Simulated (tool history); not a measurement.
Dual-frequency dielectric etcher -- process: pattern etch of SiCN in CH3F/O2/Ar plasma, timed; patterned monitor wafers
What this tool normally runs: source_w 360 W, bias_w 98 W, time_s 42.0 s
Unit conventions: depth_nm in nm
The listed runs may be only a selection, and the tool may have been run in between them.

| run | hour | source_w | bias_w | time_s | wafers since the last listed run | hours since the last wet clean | hours since the last source power generator calibration | hours since the last bias power generator calibration | hours since the last upper electrode change | hours since the gauge calibration | read-back reference wafer on the same gauge, depth_nm | depth_nm |
|---|---|---|---|---|---|---|---|---|---|---|---|---|
| 1 | 0.0 | 360 | 109 | 42.0 | 0 | 254.7 | 4527.1 | 3214.4 | 1803.6 | 179.1 | 14.60 | 18.76 |
| 2 | 35.5 | 360 | 109 | 42.0 | 453 | 290.2 | 4562.6 | 3249.9 | 1839.1 | 214.6 | 14.60 | 18.65 |
| 3 | 56.4 | 300 | 98 | 42.0 | 266 | 311.1 | 4583.5 | 3270.8 | 1860.0 | 235.5 | 14.59 | 16.51 |
| 4 | 92.1 | 300 | 98 | 42.0 | 455 | 346.8 | 4619.2 | 3306.5 | 1895.7 | 271.2 | 14.60 | 16.52 |
| 5 | 104.4 | 300 | 98 | 42.0 | 157 | 359.1 | 4631.5 | 3318.8 | 1908.0 | 283.5 | 14.59 | 16.51 |
| 6 | 118.2 | 360 | 92 | 42.0 | 176 | 372.9 | 4645.3 | 3332.6 | 1921.8 | 297.3 | 14.61 | 17.33 |
| 7 | 133.9 | 360 | 92 | 42.0 | 200 | 388.6 | 4661.0 | 3348.3 | 1937.5 | 313.0 | 14.59 | 17.26 |
| 8 | 162.4 | 360 | 98 | 42.0 | 363 | 417.1 | 4689.5 | 3376.8 | 1966.0 | 341.5 | 14.59 | 17.78 |
|  | 167.9 | source power generator calibrated |
|  | 202.2 | bias power generator calibrated |
|  | 210.1 | wet clean of the chamber |
| 9 | 210.6 | 440 | 98 | 45.0 | 411 | 0.5 | 42.7 | 8.4 | 2014.2 | 389.7 | 14.60 | 20.98 |
|  | 214.8 | gauge calibrated |
| 10 | 226.8 | 360 | 98 | 30.0 | 206 | 16.7 | 58.9 | 24.6 | 2030.4 | 12.0 | 14.60 | 12.89 |
|  | 263.9 | upper electrode replaced, of another model than before |
| 11 | 264.4 | 310 | 84 | 46.5 | 173 | 54.3 | 96.5 | 62.2 | 0.5 | 49.6 | 14.59 | 17.44 |
| 12 | 269.0 | 440 | 81 | 31.5 | 58 | 58.9 | 101.1 | 66.8 | 5.1 | 54.2 | 14.58 | 14.62 |
| 13 | 286.5 | 360 | 98 | 42.0 | 223 | 76.4 | 118.6 | 84.3 | 22.6 | 71.7 | 14.60 | 17.95 |
| 14 | 315.2 | 360 | 109 | 42.0 | 366 | 105.1 | 147.3 | 113.0 | 51.3 | 100.4 | 14.59 | 18.41 |
| 15 | 345.2 | 430 | 118 | 36.5 | 383 | 135.1 | 177.3 | 143.0 | 81.3 | 130.4 | 14.59 | 18.07 |
| 16 | 363.2 | 360 | 77 | 35.5 | 229 | 153.1 | 195.3 | 161.0 | 99.3 | 148.4 | 14.59 | 14.41 |

Below are 3 alternative next runs, each starting from the tool's condition after run 16. Predict each:
| A | 363.6 | 360 | 98 | 42.0 | 5 | 153.5 | 195.7 | 161.4 | 99.7 | 148.8 | ? | ? |
| B | 363.6 | 390 | 83 | 48.0 | 5 | 153.5 | 195.7 | 161.4 | 99.7 | 148.8 | ? | ? |
| C | 363.6 | 360 | 98 | 36.5 | 5 | 153.5 | 195.7 | 161.4 | 99.7 | 148.8 | ? | ? |

| run | read-back reference wafer on the same gauge, depth_nm | depth_nm |
|---|---|---|
| A | 14.59 | 17.91 |
| B | 14.59 | 20.75 |
| C | 14.59 | 15.56 |
Stripped of hidden state, with their random variation kept, the same runs would have yielded:
| run | depth_nm |
|---|---|
| A | 17.97 |
| B | 20.82 |
| C | 15.62 |
